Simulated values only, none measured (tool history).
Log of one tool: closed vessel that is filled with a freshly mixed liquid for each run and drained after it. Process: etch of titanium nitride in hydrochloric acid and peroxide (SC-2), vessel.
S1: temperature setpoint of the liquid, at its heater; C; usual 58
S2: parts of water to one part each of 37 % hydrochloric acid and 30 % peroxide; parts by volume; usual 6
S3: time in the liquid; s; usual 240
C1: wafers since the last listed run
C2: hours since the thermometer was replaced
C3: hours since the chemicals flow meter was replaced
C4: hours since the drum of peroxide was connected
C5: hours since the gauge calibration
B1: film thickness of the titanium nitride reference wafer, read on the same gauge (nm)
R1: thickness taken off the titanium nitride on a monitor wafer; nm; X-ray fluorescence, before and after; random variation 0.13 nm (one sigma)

run	hour	S1	S2	S3	C1	C2	C3	C4	C5	B1	R1
1	0	58	6	240	0	1725.6	904.8	32.1	1367.5	110.01	14.26
2	100.9	58	6	240	10081	1826.5	1005.7	133	1468.4	109.96	14.29
3	175.5	63	6	240	7453	1901.1	1080.3	207.6	1543	109.97	19.42
4	212.8	63	6	240	3726	1938.4	1117.6	244.9	1580.3	110.01	19.65
5	286.9	61.5	6	240	7403	2012.5	1191.7	319	1654.4	110.02	18.07
6	374.7	58	6	240	8772	2100.3	1279.5	406.8	1742.2	110.02	14.37
7	432.7	58	6	240	5795	2158.3	1337.5	464.8	1800.2	110.02	14.41
8	529.5	58	6	240	9671	2255.1	1434.3	561.6	1897	110	14.43
9	606.7	58	6	240	7713	2332.3	1511.5	638.8	1974.2	109.99	14.42
10	697.6	58	6	145	9082	2423.2	1602.4	729.7	2065.1	110	8.76
# hour 703.1: chemicals flow meter replaced
# hour 726: thermometer replaced
11	747.4	58	6	145	4775	21.4	44.3	779.5	2114.9	109.98	8.44
12	815.4	58	6	145	6794	89.4	112.3	847.5	2182.9	110	8.4
# hour 853: gauge calibrated
13	916.3	58	6	240	10081	190.3	213.2	948.4	63.3	109.97	13.94
14	998.9	53.5	8.5	290	8252	272.9	295.8	1031	145.9	110.05	9.54
15	1064.5	53	6	130	6554	338.5	361.4	1096.6	211.5	110.02	5.46
16	1140.7	58	6	345	7613	414.7	437.6	1172.8	287.7	110	19.97
# hour 1208.8: new drum of peroxide connected
17	1234.1	48.5	8.5	240	9232	508.1	531	25.3	381.1	109.99	5.68
18	1502.5	58	6	240	26817	776.5	799.4	293.7	649.5	109.99	14.19
19	1591.8	54	6	240	8922	865.8	888.7	383	738.8	110.01	10.81
20	1674.8	58	4.5	345	8292	948.8	971.7	466	821.8	110.01	25.5
21	1754	58	8.5	240	7913	1028	1050.9	545.2	901	110.02	11
22	1852	58	4	285	9791	1126	1148.9	643.2	999	109.96	23.07
23	1952.7	58	6	240	10061	1226.7	1249.6	743.9	1099.7	110	14.34
24	2047.8	61	6	355	9501	1321.8	1344.7	839	1194.8	110.01	25.86
25	2096.8	50	4	180	4895	1370.8	1393.7	888	1243.8	109.98	8.43
26	2159.5	53.5	4.5	240	6264	1433.5	1456.4	950.7	1306.5	110.01	13.25

Forecast each of these 3 alternatives for the next run:
A	2160.2	58	6	240	69	1434.2	1457.1	951.4	1307.2	?	?
B	2160.2	58	4	240	69	1434.2	1457.1	951.4	1307.2	?	?
C	2160.2	55	7.5	325	69	1434.2	1457.1	951.4	1307.2	?	?

run	B1	R1
A	110.02	14.56
B	110.02	19.3
C	110.02	13.74
Without the tool's hidden state the same runs would have given:
run	R1
A	13.8
B	18.4
C	12.98

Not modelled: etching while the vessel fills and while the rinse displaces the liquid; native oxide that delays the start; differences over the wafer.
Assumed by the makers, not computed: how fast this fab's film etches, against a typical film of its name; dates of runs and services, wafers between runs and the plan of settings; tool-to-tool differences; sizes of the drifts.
